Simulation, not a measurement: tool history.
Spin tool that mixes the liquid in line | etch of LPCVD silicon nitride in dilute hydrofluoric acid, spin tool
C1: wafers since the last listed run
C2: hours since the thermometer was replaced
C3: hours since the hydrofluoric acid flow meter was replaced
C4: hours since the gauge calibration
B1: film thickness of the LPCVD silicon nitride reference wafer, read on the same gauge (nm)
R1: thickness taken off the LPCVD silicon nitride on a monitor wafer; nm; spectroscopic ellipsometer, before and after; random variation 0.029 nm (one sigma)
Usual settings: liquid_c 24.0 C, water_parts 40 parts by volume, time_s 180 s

{"run": 1, "hour": 0.0, "liquid_c": 24.0, "water_parts": 40, "time_s": 180, "C1": 0, "C2": 296.1, "C3": 57.3, "C4": 688.0, "B1": 30.005, "R1": 2.635}
{"run": 2, "hour": 54.6, "liquid_c": 24.0, "water_parts": 40, "time_s": 180, "C1": 464, "C2": 350.7, "C3": 111.9, "C4": 742.6, "B1": 29.978, "R1": 2.714}
{"run": 3, "hour": 124.4, "liquid_c": 21.5, "water_parts": 40, "time_s": 115, "C1": 594, "C2": 420.5, "C3": 181.7, "C4": 812.4, "B1": 30.006, "R1": 1.469}
{"run": 4, "hour": 202.0, "liquid_c": 21.5, "water_parts": 40, "time_s": 115, "C1": 660, "C2": 498.1, "C3": 259.3, "C4": 890.0, "B1": 29.991, "R1": 1.434}
{"run": 5, "hour": 256.1, "liquid_c": 24.0, "water_parts": 40, "time_s": 180, "C1": 460, "C2": 552.2, "C3": 313.4, "C4": 944.1, "B1": 29.982, "R1": 2.735}
{"hour": 318.6, "done": "gauge calibrated"}
{"run": 6, "hour": 345.2, "liquid_c": 24.0, "water_parts": 40, "time_s": 180, "C1": 758, "C2": 641.3, "C3": 402.5, "C4": 26.6, "B1": 30.006, "R1": 2.844}
{"run": 7, "hour": 439.5, "liquid_c": 24.0, "water_parts": 40, "time_s": 180, "C1": 802, "C2": 735.6, "C3": 496.8, "C4": 120.9, "B1": 30.003, "R1": 2.76}
{"run": 8, "hour": 479.6, "liquid_c": 25.5, "water_parts": 40, "time_s": 180, "C1": 341, "C2": 775.7, "C3": 536.9, "C4": 161.0, "B1": 29.989, "R1": 3.104}
{"hour": 518.2, "done": "hydrofluoric acid flow meter replaced"}
{"run": 9, "hour": 582.4, "liquid_c": 25.5, "water_parts": 20, "time_s": 125, "C1": 866, "C2": 878.5, "C3": 64.2, "C4": 263.8, "B1": 30.005, "R1": 4.415}
{"hour": 712.9, "done": "hydrofluoric acid flow meter replaced, repeated, since the last time left the tool worse"}
{"run": 10, "hour": 721.4, "liquid_c": 28.0, "water_parts": 45, "time_s": 180, "C1": 1174, "C2": 1017.5, "C3": 8.5, "C4": 402.8, "B1": 29.964, "R1": 3.066}
{"hour": 755.0, "done": "thermometer replaced"}
{"run": 11, "hour": 774.0, "liquid_c": 24.0, "water_parts": 30, "time_s": 180, "C1": 439, "C2": 19.0, "C3": 61.1, "C4": 455.4, "B1": 30.003, "R1": 3.501}
{"run": 12, "hour": 874.6, "liquid_c": 24.0, "water_parts": 40, "time_s": 105, "C1": 856, "C2": 119.6, "C3": 161.7, "C4": 556.0, "B1": 29.994, "R1": 1.573}
{"run": 13, "hour": 947.5, "liquid_c": 24.0, "water_parts": 40, "time_s": 180, "C1": 620, "C2": 192.5, "C3": 234.6, "C4": 628.9, "B1": 29.978, "R1": 2.733}
{"run": 14, "hour": 983.9, "liquid_c": 26.0, "water_parts": 55, "time_s": 215, "C1": 309, "C2": 228.9, "C3": 271.0, "C4": 665.3, "B1": 29.993, "R1": 2.716}

3 ways to go on from here, each from the tool as it stands after run 14. What would each give?
{"run": "A", "hour": 984.4, "liquid_c": 24.0, "water_parts": 35, "time_s": 180, "C1": 4, "C2": 229.4, "C3": 271.5, "C4": 665.8, "B1": "?", "R1": "?"}
{"run": "B", "hour": 984.4, "liquid_c": 24.0, "water_parts": 50, "time_s": 180, "C1": 4, "C2": 229.4, "C3": 271.5, "C4": 665.8, "B1": "?", "R1": "?"}
{"run": "C", "hour": 984.4, "liquid_c": 19.5, "water_parts": 40, "time_s": 180, "C1": 4, "C2": 229.4, "C3": 271.5, "C4": 665.8, "B1": "?", "R1": "?"}

run=A B1=29.965 R1=3.082
run=B B1=29.965 R1=2.177
run=C B1=29.965 R1=1.985
Without the tool's hidden state the same runs would have given:
run=A R1=2.956
run=B R1=2.088
run=C R1=1.904

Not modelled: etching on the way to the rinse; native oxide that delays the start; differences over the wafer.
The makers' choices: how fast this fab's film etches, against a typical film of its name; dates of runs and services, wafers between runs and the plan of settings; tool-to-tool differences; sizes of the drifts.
